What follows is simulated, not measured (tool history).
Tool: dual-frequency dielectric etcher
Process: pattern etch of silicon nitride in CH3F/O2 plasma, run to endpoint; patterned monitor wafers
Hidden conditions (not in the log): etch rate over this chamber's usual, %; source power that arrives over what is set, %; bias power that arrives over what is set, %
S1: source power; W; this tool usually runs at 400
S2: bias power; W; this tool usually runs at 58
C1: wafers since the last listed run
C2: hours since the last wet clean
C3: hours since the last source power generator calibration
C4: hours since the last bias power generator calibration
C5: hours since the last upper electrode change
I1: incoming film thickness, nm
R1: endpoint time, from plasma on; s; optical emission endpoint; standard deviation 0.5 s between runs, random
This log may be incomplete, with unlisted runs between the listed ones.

run	hour	S1	S2	C1	C2	C3	C4	C5	I1	R1
1	0	360	58	0	86.8	4224.7	3969	3142.2	99.5	126.9
2	50.3	400	51	283	137.1	4275	4019.3	3192.5	97.8	121.4
3	62.9	400	51	71	149.7	4287.6	4031.9	3205.1	98	121
4	87.6	400	51	139	174.4	4312.3	4056.6	3229.8	98.9	121.9
5	114.7	400	49	152	201.5	4339.4	4083.7	3256.9	98.3	121.8
6	150.5	400	58	202	237.3	4375.2	4119.5	3292.7	98.1	117
7	169.5	400	58	107	256.3	4394.2	4138.5	3311.7	98.5	117.7
# hour 236.2: wet clean of the chamber
8	236.7	400	58	243	0.5	4461.4	4205.7	3378.9	98	120.1
# hour 253.1: bias power generator calibrated
9	253.6	400	58	72	17.4	4478.3	0.5	3395.8	98.8	121.7
# hour 287.1: upper electrode replaced
10	287.6	400	58	56	51.4	4512.3	34.5	0.5	99.3	121.2
11	304.6	330	51	95	68.4	4529.3	51.5	17.5	98.1	135.8
12	330.8	340	64	147	94.6	4555.5	77.7	43.7	99	127.9
13	342.9	310	58	68	106.7	4567.6	89.8	55.8	99	137.5

Run 14 is up next; what results do you expect?
# hour 364.5: source power generator calibrated
14	365	460	54	102	128.8	0.5	111.9	77.9	99.3	?

R1: 114.2 s
Had the tool carried no hidden state, the very same run would have given R1 115.7 s.

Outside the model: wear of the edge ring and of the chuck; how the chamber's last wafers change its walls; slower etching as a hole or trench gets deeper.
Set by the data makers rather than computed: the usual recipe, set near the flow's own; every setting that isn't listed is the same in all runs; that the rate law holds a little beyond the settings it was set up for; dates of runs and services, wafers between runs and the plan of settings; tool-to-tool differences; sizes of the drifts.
